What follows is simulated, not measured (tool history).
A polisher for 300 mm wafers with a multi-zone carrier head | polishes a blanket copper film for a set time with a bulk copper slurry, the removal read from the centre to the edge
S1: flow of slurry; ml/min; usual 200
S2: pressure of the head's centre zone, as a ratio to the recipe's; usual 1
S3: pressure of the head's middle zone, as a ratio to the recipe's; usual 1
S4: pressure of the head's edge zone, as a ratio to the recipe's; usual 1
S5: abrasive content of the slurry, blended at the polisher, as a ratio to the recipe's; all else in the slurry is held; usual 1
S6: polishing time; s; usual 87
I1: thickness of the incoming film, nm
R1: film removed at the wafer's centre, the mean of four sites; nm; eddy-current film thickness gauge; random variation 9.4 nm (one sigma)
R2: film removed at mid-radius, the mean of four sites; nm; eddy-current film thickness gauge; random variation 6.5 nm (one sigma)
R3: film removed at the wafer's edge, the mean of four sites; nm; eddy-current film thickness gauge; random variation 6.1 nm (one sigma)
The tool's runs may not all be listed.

| run | hour | S1 | S2 | S3 | S4 | S5 | S6 | I1 | R1 | R2 | R3 |
|---|---|---|---|---|---|---|---|---|---|---|---|
| 1 | 0 | 200 | 1.04 | 1 | 1 | 1 | 87 | 2232.1 | 759.9 | 779 | 761.8 |
| 2 | 69 | 200 | 0.96 | 1 | 1 | 1 | 87 | 2180.7 | 698.1 | 786.1 | 782.9 |
| 3 | 112.2 | 200 | 0.96 | 1 | 1 | 1 | 87 | 2243.6 | 694.9 | 791.5 | 766.4 |
| 4 | 153.2 | 200 | 1 | 1 | 0.92 | 0.8 | 87 | 2190.5 | 706.7 | 754.7 | 731.6 |
|  | 186.3 | worn pad replaced by a new one |
| 5 | 216.7 | 200 | 1 | 1 | 0.92 | 0.8 | 87 | 2204.5 | 706 | 759.5 | 724.1 |
| 6 | 271.8 | 200 | 1 | 1 | 0.92 | 0.8 | 87 | 2208.6 | 707.4 | 754.1 | 727.9 |
| 7 | 372.3 | 160 | 1 | 1 | 1 | 1 | 87 | 2223.5 | 700.2 | 762.2 | 757.7 |
|  | 395 | edge zone pressure recalibrated |
|  | 427.3 | worn pad replaced by a new one |
| 8 | 473 | 200 | 1.08 | 0.92 | 1 | 0.75 | 96 | 2198.7 | 825.7 | 777.7 | 813.5 |
|  | 490.5 | carrier head's membrane replaced by a new one |
| 9 | 560.2 | 200 | 1 | 1 | 0.92 | 0.8 | 87 | 2220.3 | 680.3 | 753.1 | 717.1 |
|  | 608.8 | worn pad replaced by a new one |
| 10 | 646.8 | 140 | 1.05 | 1 | 1 | 1 | 74 | 2248.1 | 616.7 | 637.2 | 637.9 |
|  | 710.3 | slurry nozzle cleaned |
| 11 | 732.4 | 200 | 1 | 1 | 1 | 1 | 87 | 2215.2 | 719 | 782.6 | 760 |
| 12 | 787.1 | 245 | 1 | 1.05 | 0.93 | 0.8 | 87 | 2162 | 701.6 | 809.3 | 735.6 |
|  | 804.9 | worn pad replaced by a new one |
|  | 816.4 | centre zone pressure recalibrated |
| 13 | 877.6 | 225 | 1 | 1 | 1 | 1 | 87 | 2213.6 | 776.2 | 779.7 | 772.2 |
|  | 894.3 | edge zone pressure recalibrated |
| 14 | 962.2 | 130 | 1 | 1 | 1 | 1.2 | 87 | 2182.2 | 719.9 | 767 | 762.1 |
|  | 1002.5 | worn pad replaced by a new one |
| 15 | 1051.1 | 140 | 1 | 1 | 0.96 | 1 | 87 | 2209.5 | 716.2 | 762.5 | 738.8 |

4 ways to go on from here, each from the tool as it stands after run 15. What would each give?
| A | 1051.6 | 200 | 1 | 1 | 1.06 | 1 | 87 | 2209.3 | ? | ? | ? |
| B | 1051.6 | 200 | 0.9 | 1.11 | 1 | 1 | 87 | 2209.3 | ? | ? | ? |
| C | 1051.6 | 200 | 0.91 | 0.92 | 1 | 1.25 | 87 | 2209.3 | ? | ? | ? |
| D | 1051.6 | 200 | 1 | 1 | 0.92 | 1.2 | 87 | 2209.3 | ? | ? | ? |

| run | R1 | R2 | R3 |
|---|---|---|---|
| A | 748 | 781.4 | 800.4 |
| B | 676 | 854.5 | 776.7 |
| C | 708.3 | 756.7 | 808.3 |
| D | 771 | 805.6 | 770.7 |
Without the tool's hidden state the same runs would have given:
| run | R1 | R2 | R3 |
|---|---|---|---|
| A | 777.6 | 781.2 | 800.4 |
| B | 703 | 854.3 | 776.7 |
| C | 736.5 | 756.6 | 808.3 |
| D | 801.5 | 805.4 | 770.7 |
